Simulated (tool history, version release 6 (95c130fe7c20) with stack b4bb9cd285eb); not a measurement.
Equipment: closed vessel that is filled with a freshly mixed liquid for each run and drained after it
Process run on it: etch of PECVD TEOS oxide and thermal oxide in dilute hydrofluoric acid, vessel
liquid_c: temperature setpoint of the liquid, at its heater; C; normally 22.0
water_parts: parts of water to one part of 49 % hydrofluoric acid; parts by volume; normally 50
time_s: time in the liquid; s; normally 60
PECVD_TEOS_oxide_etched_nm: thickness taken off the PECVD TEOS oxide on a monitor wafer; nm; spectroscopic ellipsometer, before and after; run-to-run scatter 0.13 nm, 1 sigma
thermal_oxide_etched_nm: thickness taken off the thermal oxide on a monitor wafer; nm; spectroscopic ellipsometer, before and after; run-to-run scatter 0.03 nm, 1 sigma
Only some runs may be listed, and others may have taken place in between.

run	day	liquid_c	water_parts	time_s	read-back film thickness of the PECVD TEOS oxide reference wafer, read on the same gauge (nm)	read-back film thickness of the thermal oxide reference wafer, read on the same gauge (nm)	PECVD_TEOS_oxide_etched_nm	thermal_oxide_etched_nm
1	0.000	22.0	35	60	70.01	120.00	25.59	6.73
2	0.642	22.0	35	60	69.97	120.03	25.37	6.76
3	1.262	25.5	50	60	70.01	119.95	20.07	5.41
4	1.754	22.0	50	60	69.99	120.00	17.43	4.65
5	2.342	22.0	50	60	70.02	120.03	17.43	4.61
6	2.812	22.0	50	70	69.99	120.01	20.34	5.34
# day 2.921: gauge calibrated
7	3.446	22.0	50	70	70.04	119.95	20.35	5.36
8	3.979	22.0	50	70	69.97	120.00	20.31	5.46
9	5.850	26.5	50	75	69.99	120.02	25.64	6.95
10	6.379	22.0	50	60	70.00	120.01	17.34	4.64
11	6.667	26.5	35	80	70.06	119.97	41.00	10.91
12	7.054	24.0	40	95	70.03	120.01	37.62	10.02
13	7.662	26.0	35	60	70.02	120.00	29.79	7.92
14	9.354	25.0	75	90	69.95	119.94	18.98	4.96
15	9.871	22.0	70	45	70.00	120.00	8.92	2.38
# day 10.317: thermometer replaced
16	10.346	22.0	50	60	69.99	120.01	17.21	4.55
17	10.946	22.0	50	35	69.98	119.95	10.09	2.65
18	11.508	17.0	75	60	69.99	120.00	8.96	2.37
19	12.050	22.0	50	60	69.99	120.05	17.18	4.55
# day 12.288: hydrofluoric acid flow meter replaced
20	12.408	23.5	35	90	69.99	120.00	44.68	11.89
21	12.688	25.0	50	95	70.02	120.05	34.58	9.19

For run 22, what comes out?
22	13.379	22.0	50	60	?	?	?	?

{"run 22": {"read-back film thickness of the PECVD TEOS oxide reference wafer, read on the same gauge (nm)": 69.99, "read-back film thickness of the thermal oxide reference wafer, read on the same gauge (nm)": 120.02, "PECVD_TEOS_oxide_etched_nm": 19.34, "thermal_oxide_etched_nm": 5.1}}
Had the tool carried no hidden state, the very same run would have given PECVD_TEOS_oxide_etched_nm 20.03 nm, thermal_oxide_etched_nm 5.28 nm.
